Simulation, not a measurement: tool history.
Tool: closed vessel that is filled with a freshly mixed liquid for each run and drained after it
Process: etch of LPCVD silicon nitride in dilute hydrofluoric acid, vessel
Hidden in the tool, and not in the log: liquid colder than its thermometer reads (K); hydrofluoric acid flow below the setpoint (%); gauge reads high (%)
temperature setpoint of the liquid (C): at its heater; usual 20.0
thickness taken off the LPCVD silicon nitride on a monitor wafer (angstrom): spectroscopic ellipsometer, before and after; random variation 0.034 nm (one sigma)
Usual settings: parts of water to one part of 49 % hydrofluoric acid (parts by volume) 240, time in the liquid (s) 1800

| run | day | temperature setpoint of the liquid (C) | parts of water to one part of 49 % hydrofluoric acid (parts by volume) | time in the liquid (s) | wafers since the last listed run | hours since the thermometer was replaced | hours since the hydrofluoric acid flow meter was replaced | hours since the gauge calibration | read-back film thickness of the LPCVD silicon nitride reference wafer, read on the same gauge (nm) | thickness taken off the LPCVD silicon nitride on a monitor wafer (angstrom) |
|---|---|---|---|---|---|---|---|---|---|---|
| 1 | 0.000 | 20.0 | 240 | 1800 | 0 | 2210.1 | 1506.7 | 960.1 | 50.011 | 25.86 |
| 2 | 3.638 | 20.0 | 240 | 1800 | 3705 | 2297.4 | 1594.0 | 1047.4 | 49.988 | 25.85 |
| 3 | 15.900 | 20.0 | 240 | 1800 | 12491 | 2591.7 | 1888.3 | 1341.7 | 50.007 | 25.07 |
| 4 | 19.875 | 20.0 | 240 | 1800 | 4049 | 2687.1 | 1983.7 | 1437.1 | 49.985 | 25.09 |
|  | 21.000 | gauge calibrated |
| 5 | 23.833 | 20.0 | 240 | 1800 | 4032 | 2782.1 | 2078.7 | 68.0 | 50.014 | 24.68 |
| 6 | 27.671 | 20.0 | 240 | 1800 | 3909 | 2874.2 | 2170.8 | 160.1 | 49.984 | 25.10 |
| 7 | 30.558 | 20.0 | 240 | 1800 | 2941 | 2943.5 | 2240.1 | 229.4 | 49.994 | 24.64 |
|  | 31.079 | thermometer replaced |
|  | 31.512 | hydrofluoric acid flow meter replaced |
| 8 | 33.692 | 18.5 | 295 | 760 | 3106 | 62.7 | 52.3 | 304.6 | 49.997 | 9.20 |
| 9 | 37.288 | 20.0 | 240 | 2445 | 3662 | 149.0 | 138.6 | 390.9 | 50.008 | 39.63 |
| 10 | 47.742 | 20.0 | 200 | 720 | 10649 | 399.9 | 389.5 | 641.8 | 49.997 | 13.69 |
| 11 | 51.058 | 20.0 | 200 | 2330 | 3378 | 479.5 | 469.1 | 721.4 | 50.003 | 44.14 |
| 12 | 53.154 | 20.0 | 135 | 885 | 2134 | 529.8 | 519.4 | 771.7 | 50.007 | 24.45 |
| 13 | 57.467 | 21.5 | 240 | 1800 | 4392 | 633.3 | 622.9 | 875.2 | 50.009 | 30.87 |
| 14 | 59.162 | 20.0 | 180 | 2130 | 1727 | 674.0 | 663.6 | 915.9 | 50.003 | 44.83 |
| 15 | 62.979 | 20.0 | 240 | 1800 | 3887 | 765.6 | 755.2 | 1007.5 | 49.992 | 27.95 |

What the log doesn't show, run by run:
gauge reads high (%): 0 in every run
H1: liquid colder than its thermometer reads (K)
H2: hydrofluoric acid flow below the setpoint (%)
| run | H1 | H2 |
|---|---|---|
| 1 | 1.37 | 5.03 |
| 2 | 1.42 | 5.31 |
| 3 | 1.59 | 6.28 |
| 4 | 1.64 | 6.59 |
| 5 | 1.7 | 6.9 |
| 6 | 1.75 | 7.2 |
| 7 | 1.79 | 7.43 |
| 8 | 0.0559 | 0.247 |
| 9 | 0.105 | 0.53 |
| 10 | 0.249 | 1.35 |
| 11 | 0.295 | 1.61 |
| 12 | 0.324 | 1.77 |
| 13 | 0.383 | 2.11 |
| 14 | 0.407 | 2.25 |
| 15 | 0.459 | 2.55 |

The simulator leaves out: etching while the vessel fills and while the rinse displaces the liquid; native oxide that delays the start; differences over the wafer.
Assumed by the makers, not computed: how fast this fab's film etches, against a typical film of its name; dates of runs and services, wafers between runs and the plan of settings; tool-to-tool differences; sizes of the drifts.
